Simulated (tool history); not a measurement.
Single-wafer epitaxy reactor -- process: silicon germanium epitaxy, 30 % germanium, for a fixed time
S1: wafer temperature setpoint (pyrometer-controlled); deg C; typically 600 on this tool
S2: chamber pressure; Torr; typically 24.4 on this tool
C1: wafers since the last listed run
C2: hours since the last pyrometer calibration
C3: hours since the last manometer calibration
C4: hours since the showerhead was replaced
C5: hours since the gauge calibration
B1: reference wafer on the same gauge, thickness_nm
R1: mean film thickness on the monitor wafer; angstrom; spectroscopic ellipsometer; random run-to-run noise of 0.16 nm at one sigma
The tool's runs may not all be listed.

run 1 hour=0.0 | S1=600 S2=24.4 | C1=0 C2=989.6 C3=1373.6 C4=2778.6 C5=1116.3 | B1=60.393 | R1=691.74
run 2 hour=85.6 | S1=600 S2=24.4 | C1=939 C2=1075.2 C3=1459.2 C4=2864.2 C5=1201.9 | B1=60.397 | R1=693.50
run 3 hour=177.0 | S1=600 S2=24.4 | C1=1003 C2=1166.6 C3=1550.6 C4=2955.6 C5=1293.3 | B1=60.365 | R1=691.41
run 4 hour=242.2 | S1=600 S2=24.4 | C1=715 C2=1231.8 C3=1615.8 C4=3020.8 C5=1358.5 | B1=60.408 | R1=689.16
-- hour=274.7 gauge calibrated
run 5 hour=291.4 | S1=600 S2=24.4 | C1=540 C2=1281.0 C3=1665.0 C4=3070.0 C5=16.7 | B1=60.420 | R1=691.35
run 6 hour=341.8 | S1=600 S2=24.4 | C1=553 C2=1331.4 C3=1715.4 C4=3120.4 C5=67.1 | B1=60.399 | R1=692.31
run 7 hour=425.1 | S1=600 S2=24.4 | C1=914 C2=1414.7 C3=1798.7 C4=3203.7 C5=150.4 | B1=60.401 | R1=689.39
run 8 hour=479.4 | S1=600 S2=24.4 | C1=596 C2=1469.0 C3=1853.0 C4=3258.0 C5=204.7 | B1=60.388 | R1=688.28
run 9 hour=536.2 | S1=594 S2=22.1 | C1=623 C2=1525.8 C3=1909.8 C4=3314.8 C5=261.5 | B1=60.412 | R1=577.49
run 10 hour=719.7 | S1=600 S2=23.0 | C1=2014 C2=1709.3 C3=2093.3 C4=3498.3 C5=445.0 | B1=60.398 | R1=666.37
-- hour=781.3 capacitance manometer re-zeroed and calibrated
run 11 hour=804.1 | S1=600 S2=23.0 | C1=838 C2=1793.7 C3=22.8 C4=3582.7 C5=529.4 | B1=60.429 | R1=674.61
run 12 hour=847.3 | S1=600 S2=24.4 | C1=474 C2=1836.9 C3=66.0 C4=3625.9 C5=572.6 | B1=60.428 | R1=698.96
run 13 hour=913.2 | S1=600 S2=24.4 | C1=723 C2=1902.8 C3=131.9 C4=3691.8 C5=638.5 | B1=60.368 | R1=697.60
-- hour=966.0 pyrometer calibrated
run 14 hour=966.5 | S1=596 S2=19.3 | C1=497 C2=0.5 C3=185.2 C4=3745.1 C5=691.8 | B1=60.401 | R1=572.87
run 15 hour=1025.4 | S1=600 S2=27.1 | C1=646 C2=59.4 C3=244.1 C4=3804.0 C5=750.7 | B1=60.406 | R1=751.08
run 16 hour=1085.0 | S1=600 S2=27.3 | C1=654 C2=119.0 C3=303.7 C4=3863.6 C5=810.3 | B1=60.366 | R1=750.71
run 17 hour=1176.6 | S1=600 S2=24.4 | C1=1005 C2=210.6 C3=395.3 C4=3955.2 C5=901.9 | B1=60.404 | R1=706.68
-- hour=1202.1 showerhead replaced
run 18 hour=1230.8 | S1=611 S2=27.8 | C1=507 C2=264.8 C3=449.5 C4=28.7 C5=956.1 | B1=60.397 | R1=948.48
run 19 hour=1289.3 | S1=591 S2=30.4 | C1=642 C2=323.3 C3=508.0 C4=87.2 C5=1014.6 | B1=60.429 | R1=656.26
run 20 hour=1372.9 | S1=614 S2=27.4 | C1=917 C2=406.9 C3=591.6 C4=170.8 C5=1098.2 | B1=60.407 | R1=996.33
run 21 hour=1444.7 | S1=615 S2=21.4 | C1=788 C2=478.7 C3=663.4 C4=242.6 C5=1170.0 | B1=60.402 | R1=883.21
-- hour=1493.0 gauge calibrated
run 22 hour=1539.8 | S1=585 S2=29.7 | C1=1044 C2=573.8 C3=758.5 C4=337.7 C5=46.8 | B1=60.350 | R1=563.14

For run 23, what comes out?
run 23 hour=1647.7 | S1=615 S2=28.8 | C1=1184 C2=681.7 C3=866.4 C4=445.6 C5=154.7 | B1=? | R1=?

{"run 23": {"B1": 60.395, "R1": 1031.88}}
With no hidden state in the tool, this same run would have given R1 1059.78 angstrom.
